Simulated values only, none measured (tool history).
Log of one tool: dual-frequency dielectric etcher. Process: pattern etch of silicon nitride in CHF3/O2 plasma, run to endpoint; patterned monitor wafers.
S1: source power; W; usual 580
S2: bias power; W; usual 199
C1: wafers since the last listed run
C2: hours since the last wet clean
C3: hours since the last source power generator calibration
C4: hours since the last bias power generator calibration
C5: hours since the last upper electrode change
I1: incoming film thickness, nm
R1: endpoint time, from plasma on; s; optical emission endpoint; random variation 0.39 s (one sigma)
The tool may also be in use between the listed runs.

run 1 day=0.000 | S1=580 S2=199 | C1=0 C2=266.3 C3=3072.8 C4=1450.2 C5=3453.2 | I1=70.7 | R1=44.0
run 2 day=1.329 | S1=580 S2=199 | C1=255 C2=298.2 C3=3104.7 C4=1482.1 C5=3485.1 | I1=70.4 | R1=43.9
run 3 day=2.250 | S1=580 S2=183 | C1=177 C2=320.3 C3=3126.8 C4=1504.2 C5=3507.2 | I1=71.8 | R1=45.3
run 4 day=3.267 | S1=580 S2=199 | C1=195 C2=344.7 C3=3151.2 C4=1528.6 C5=3531.6 | I1=70.5 | R1=43.3
run 5 day=4.554 | S1=580 S2=199 | C1=247 C2=375.6 C3=3182.1 C4=1559.5 C5=3562.5 | I1=69.6 | R1=43.0
-- day=5.500 source power generator calibrated
-- day=6.104 wet clean of the chamber
-- day=6.183 upper electrode replaced
run 6 day=6.204 | S1=470 S2=199 | C1=154 C2=2.4 C3=16.9 C4=1599.1 C5=0.5 | I1=70.6 | R1=52.1
run 7 day=6.788 | S1=470 S2=199 | C1=112 C2=16.4 C3=30.9 C4=1613.1 C5=14.5 | I1=70.3 | R1=51.6
run 8 day=7.325 | S1=580 S2=199 | C1=103 C2=29.3 C3=43.8 C4=1626.0 C5=27.4 | I1=71.0 | R1=48.4
run 9 day=8.571 | S1=580 S2=199 | C1=239 C2=59.2 C3=73.7 C4=1655.9 C5=57.3 | I1=69.8 | R1=47.4
run 10 day=9.762 | S1=580 S2=199 | C1=229 C2=87.8 C3=102.3 C4=1684.5 C5=85.9 | I1=70.5 | R1=48.0
run 11 day=10.308 | S1=580 S2=199 | C1=105 C2=100.9 C3=115.4 C4=1697.6 C5=99.0 | I1=70.2 | R1=47.3
run 12 day=11.258 | S1=580 S2=199 | C1=182 C2=123.7 C3=138.2 C4=1720.4 C5=121.8 | I1=70.3 | R1=47.5
run 13 day=11.938 | S1=640 S2=152 | C1=130 C2=140.0 C3=154.5 C4=1736.7 C5=138.1 | I1=70.5 | R1=49.9
run 14 day=12.454 | S1=490 S2=163 | C1=99 C2=152.4 C3=166.9 C4=1749.1 C5=150.5 | I1=70.9 | R1=53.2
run 15 day=13.396 | S1=450 S2=199 | C1=181 C2=175.0 C3=189.5 C4=1771.7 C5=173.1 | I1=70.5 | R1=50.9
run 16 day=13.908 | S1=580 S2=199 | C1=98 C2=187.3 C3=201.8 C4=1784.0 C5=185.4 | I1=70.5 | R1=47.2
-- day=15.292 wet clean of the chamber, repeated, since the last time left the tool worse
run 17 day=15.312 | S1=580 S2=199 | C1=77 C2=0.5 C3=235.5 C4=1817.7 C5=219.1 | I1=69.8 | R1=44.4
run 18 day=15.762 | S1=480 S2=163 | C1=86 C2=11.3 C3=246.3 C4=1828.5 C5=229.9 | I1=70.0 | R1=50.5
run 19 day=16.808 | S1=580 S2=199 | C1=201 C2=36.4 C3=271.4 C4=1853.6 C5=255.0 | I1=70.7 | R1=45.7
run 20 day=17.575 | S1=520 S2=163 | C1=147 C2=54.8 C3=289.8 C4=1872.0 C5=273.4 | I1=70.4 | R1=48.8
run 21 day=18.862 | S1=510 S2=212 | C1=247 C2=85.7 C3=320.7 C4=1902.9 C5=304.3 | I1=69.3 | R1=44.9
-- day=21.458 bias power generator calibrated
run 22 day=23.204 | S1=620 S2=182 | C1=803 C2=189.9 C3=424.9 C4=41.9 C5=408.5 | I1=70.7 | R1=44.4
run 23 day=24.117 | S1=660 S2=225 | C1=175 C2=211.8 C3=446.8 C4=63.8 C5=430.4 | I1=70.6 | R1=41.0
run 24 day=25.054 | S1=440 S2=199 | C1=180 C2=234.3 C3=469.3 C4=86.3 C5=452.9 | I1=69.8 | R1=48.0
run 25 day=26.100 | S1=580 S2=199 | C1=201 C2=259.4 C3=494.4 C4=111.4 C5=478.0 | I1=70.2 | R1=43.4
run 26 day=26.662 | S1=660 S2=226 | C1=108 C2=272.9 C3=507.9 C4=124.9 C5=491.5 | I1=70.7 | R1=40.0
run 27 day=27.683 | S1=580 S2=168 | C1=196 C2=297.4 C3=532.4 C4=149.4 C5=516.0 | I1=70.5 | R1=45.7
run 28 day=29.000 | S1=510 S2=177 | C1=253 C2=329.0 C3=564.0 C4=181.0 C5=547.6 | I1=70.2 | R1=46.9
-- day=30.238 wet clean of the chamber
run 29 day=30.258 | S1=580 S2=199 | C1=49 C2=0.5 C3=594.2 C4=211.2 C5=577.8 | I1=70.0 | R1=44.6
run 30 day=30.767 | S1=650 S2=179 | C1=97 C2=12.7 C3=606.4 C4=223.4 C5=590.0 | I1=70.7 | R1=45.1
run 31 day=31.375 | S1=520 S2=152 | C1=117 C2=27.3 C3=621.0 C4=238.0 C5=604.6 | I1=70.6 | R1=49.5
run 32 day=32.588 | S1=580 S2=199 | C1=233 C2=56.4 C3=650.1 C4=267.1 C5=633.7 | I1=70.6 | R1=43.9
run 33 day=33.233 | S1=540 S2=216 | C1=124 C2=71.9 C3=665.6 C4=282.6 C5=649.2 | I1=69.8 | R1=44.1
run 34 day=34.575 | S1=540 S2=179 | C1=258 C2=104.1 C3=697.8 C4=314.8 C5=681.4 | I1=70.7 | R1=47.2
run 35 day=38.662 | S1=580 S2=162 | C1=786 C2=202.2 C3=795.9 C4=412.9 C5=779.5 | I1=70.0 | R1=46.7
run 36 day=39.317 | S1=530 S2=156 | C1=125 C2=217.9 C3=811.6 C4=428.6 C5=795.2 | I1=70.1 | R1=48.2

3 ways to go on from here, each from the tool as it stands after run 36. What would each give?
run A day=39.333 | S1=580 S2=199 | C1=3 C2=218.3 C3=812.0 C4=429.0 C5=795.6 | I1=69.9 | R1=?
run B day=39.333 | S1=690 S2=239 | C1=3 C2=218.3 C3=812.0 C4=429.0 C5=795.6 | I1=69.9 | R1=?
run C day=39.333 | S1=690 S2=222 | C1=3 C2=218.3 C3=812.0 C4=429.0 C5=795.6 | I1=69.9 | R1=?

run=A R1=43.9
run=B R1=39.2
run=C R1=40.1
Without the tool's hidden state the same runs would have given:
run=A R1=44.8
run=B R1=40.0
run=C R1=40.9
